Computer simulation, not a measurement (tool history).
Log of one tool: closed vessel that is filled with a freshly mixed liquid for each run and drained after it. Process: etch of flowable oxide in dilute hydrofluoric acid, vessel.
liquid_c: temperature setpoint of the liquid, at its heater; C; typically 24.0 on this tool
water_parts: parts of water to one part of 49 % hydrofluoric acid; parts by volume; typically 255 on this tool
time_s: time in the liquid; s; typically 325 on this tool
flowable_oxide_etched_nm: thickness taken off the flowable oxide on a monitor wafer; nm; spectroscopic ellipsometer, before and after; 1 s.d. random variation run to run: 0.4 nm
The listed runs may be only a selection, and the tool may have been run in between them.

run   hour  liquid_c  water_parts  time_s  wafers since the last listed run  hours since the thermometer was replaced  hours since the hydrofluoric acid flow meter was replaced  hours since the gauge calibration  read-back film thickness of the flowable oxide reference wafer, read on the same gauge (nm)  flowable_oxide_etched_nm
  1    0.0      24.0          255     325                                 0                                     563.7                                                      528.5                              290.4                                                                                       139.98                     53.15
  2   46.0      24.0          255     325                              3062                                     609.7                                                      574.5                              336.4                                                                                       140.00                     53.14
  3  108.9      24.0          255     325                              4188                                     672.6                                                      637.4                              399.3                                                                                       140.03                     52.83
  4  143.9      24.0          255     325                              2330                                     707.6                                                      672.4                              434.3                                                                                       140.04                     53.34
  5  183.8      24.0          255     325                              2656                                     747.5                                                      712.3                              474.2                                                                                       140.02                     54.38
  6  245.0      24.0          255     325                              4074                                     808.7                                                      773.5                              535.4                                                                                       139.97                     54.28
  7  272.8      24.0          255     325                              1851                                     836.5                                                      801.3                              563.2                                                                                       139.97                     53.73
     318.6  -- gauge calibrated
  8  328.2      21.0          355     210                              3688                                     891.9                                                      856.7                                9.6                                                                                       139.99                     20.66
  9  384.6      26.5          365     510                              3755                                     948.3                                                      913.1                               66.0                                                                                       139.97                     57.63
     421.7  -- thermometer replaced
     423.9  -- hydrofluoric acid flow meter replaced
 10  450.5      26.5          365     510                              4254                                      28.8                                                       26.6                              131.9                                                                                       140.03                     54.45
 11  492.2      25.5          370     220                              2776                                      70.5                                                       68.3                              173.6                                                                                       139.99                     22.59
 12  546.1      24.0          255     325                              3588                                     124.4                                                      122.2                              227.5                                                                                       140.00                     52.13
 13  578.2      24.0          255     325                              2137                                     156.5                                                      154.3                              259.6                                                                                       139.99                     51.71
 14  641.5      20.5          255     180                              4214                                     219.8                                                      217.6                              322.9                                                                                       140.01                     24.81
 15  695.3      24.0          255     405                              3582                                     273.6                                                      271.4                              376.7                                                                                       140.04                     64.73

Alternative continuations, all from the tool just after run 15; predict every row:
  A  696.0      24.0          255     325                                46                                     274.3                                                      272.1                              377.4                                                                                            ?                         ?
  B  696.0      28.5          130     270                                46                                     274.3                                                      272.1                              377.4                                                                                            ?                         ?
  C  696.0      24.0          255     130                                46                                     274.3                                                      272.1                              377.4                                                                                            ?                         ?
  D  696.0      26.0          255     505                                46                                     274.3                                                      272.1                              377.4                                                                                            ?                         ?
  E  696.0      19.5          160     140                                46                                     274.3                                                      272.1                              377.4                                                                                            ?                         ?

run  read-back film thickness of the flowable oxide reference wafer, read on the same gauge (nm)  flowable_oxide_etched_nm
  A                                                                                       140.00                     51.34
  B                                                                                       140.00                    113.81
  C                                                                                       140.00                     20.54
  D                                                                                       140.00                     85.55
  E                                                                                       140.00                     32.86
Had the tool no hidden state, the same runs would have come out as:
run  flowable_oxide_etched_nm
  A                     49.95
  B                    110.62
  C                     19.98
  D                     83.29
  E                     31.87
